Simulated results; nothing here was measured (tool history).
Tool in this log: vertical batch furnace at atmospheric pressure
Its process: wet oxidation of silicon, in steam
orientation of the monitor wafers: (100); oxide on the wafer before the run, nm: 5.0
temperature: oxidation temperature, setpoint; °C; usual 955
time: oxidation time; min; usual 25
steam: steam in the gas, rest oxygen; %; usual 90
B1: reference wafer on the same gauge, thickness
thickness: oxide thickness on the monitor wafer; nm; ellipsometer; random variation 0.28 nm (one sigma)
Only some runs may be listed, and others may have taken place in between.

{"run": 1, "day": 0.0, "temperature": 955, "time": 25, "steam": 97, "B1": 124.11, "thickness": 128.43}
{"run": 2, "day": 0.9, "temperature": 955, "time": 25, "steam": 97, "B1": 123.99, "thickness": 128.44}
{"run": 3, "day": 1.692, "temperature": 955, "time": 25, "steam": 90, "B1": 124.02, "thickness": 120.64}
{"run": 4, "day": 2.458, "temperature": 955, "time": 25, "steam": 90, "B1": 124, "thickness": 120.37}
{"run": 5, "day": 3.183, "temperature": 955, "time": 25, "steam": 90, "B1": 124, "thickness": 120.46}
{"run": 6, "day": 3.958, "temperature": 955, "time": 25, "steam": 90, "B1": 124.1, "thickness": 120.61}
{"run": 7, "day": 4.812, "temperature": 955, "time": 25, "steam": 90, "B1": 124, "thickness": 120.47}
{"run": 8, "day": 5.654, "temperature": 955, "time": 25, "steam": 90, "B1": 124.02, "thickness": 120.16}
{"run": 9, "day": 9.512, "temperature": 968, "time": 25, "steam": 90, "B1": 123.97, "thickness": 138.91}
{"run": 10, "day": 10.925, "temperature": 955, "time": 25, "steam": 90, "B1": 123.95, "thickness": 119.71}
{"run": 11, "day": 11.575, "temperature": 955, "time": 25, "steam": 90, "B1": 123.94, "thickness": 119.4}
{"run": 12, "day": 12.342, "temperature": 972, "time": 25, "steam": 90, "B1": 123.96, "thickness": 144.01}
{"day": 14.083, "done": "steam generator serviced"}
{"run": 13, "day": 14.104, "temperature": 955, "time": 25, "steam": 95, "B1": 123.99, "thickness": 131.33}
{"run": 14, "day": 14.812, "temperature": 955, "time": 25, "steam": 90, "B1": 124.02, "thickness": 125.21}
{"run": 15, "day": 16.175, "temperature": 955, "time": 13.5, "steam": 97, "B1": 124.04, "thickness": 79.03}
{"day": 18.312, "done": "thermocouples replaced and temperature profile calibrated"}
{"run": 16, "day": 18.333, "temperature": 930, "time": 21.5, "steam": 97, "B1": 124.03, "thickness": 88.18}
{"run": 17, "day": 18.517, "temperature": 976, "time": 25, "steam": 97, "B1": 123.97, "thickness": 166.25}
{"run": 18, "day": 18.925, "temperature": 934, "time": 25, "steam": 90, "B1": 123.99, "thickness": 98.86}
{"run": 19, "day": 19.6, "temperature": 936, "time": 25, "steam": 96, "B1": 123.99, "thickness": 106.95}
{"run": 20, "day": 20.138, "temperature": 972, "time": 25, "steam": 90, "B1": 123.97, "thickness": 149.61}
{"run": 21, "day": 21.179, "temperature": 980, "time": 30, "steam": 90, "B1": 124.03, "thickness": 188.24}
{"day": 23.367, "done": "gauge calibrated"}
{"run": 22, "day": 24.525, "temperature": 974, "time": 37, "steam": 96, "B1": 123.94, "thickness": 219.6}
{"run": 23, "day": 25.488, "temperature": 948, "time": 25, "steam": 83, "B1": 123.97, "thickness": 107.52}
{"run": 24, "day": 26.475, "temperature": 955, "time": 25, "steam": 90, "B1": 124.05, "thickness": 124.27}
{"run": 25, "day": 27.858, "temperature": 972, "time": 25, "steam": 90, "B1": 123.99, "thickness": 149.84}
{"run": 26, "day": 28.571, "temperature": 955, "time": 25, "steam": 90, "B1": 123.97, "thickness": 124.72}
{"run": 27, "day": 29.658, "temperature": 955, "time": 25, "steam": 78, "B1": 124.05, "thickness": 110.07}
{"run": 28, "day": 30.654, "temperature": 961, "time": 25, "steam": 90, "B1": 124, "thickness": 132.47}
{"run": 29, "day": 34.075, "temperature": 976, "time": 25, "steam": 90, "B1": 123.94, "thickness": 155.2}

Pick out some run-to-run changes in thickness. Of each, how much would a tool without hidden state show as well, from the settings, what came in and chance, and how much is left for the hidden state and any gauge scatter not in both results compared?
Hidden state at play: true tube temperature minus thermocouple reading, K; steam share off its setpoint, % of the setpoint; gauge reads high (%).
Run 11 -> 12: temperature 955 -> 972. thickness +24.61 nm: hidden state -0.96, all else +25.57.
Run 12 -> 13: temperature 972 -> 955, steam 90 -> 95, steam generator serviced. thickness -12.68 nm: hidden state +6.26, all else -18.94.
Run 16 -> 17: temperature 930 -> 976, time 21.5 -> 25. thickness +78.07 nm: hidden state -0.25, all else +78.32.
Run 22 -> 23: temperature 974 -> 948, time 37 -> 25, steam 96 -> 83. thickness -112.08 nm: hidden state +0.55, all else -112.63.

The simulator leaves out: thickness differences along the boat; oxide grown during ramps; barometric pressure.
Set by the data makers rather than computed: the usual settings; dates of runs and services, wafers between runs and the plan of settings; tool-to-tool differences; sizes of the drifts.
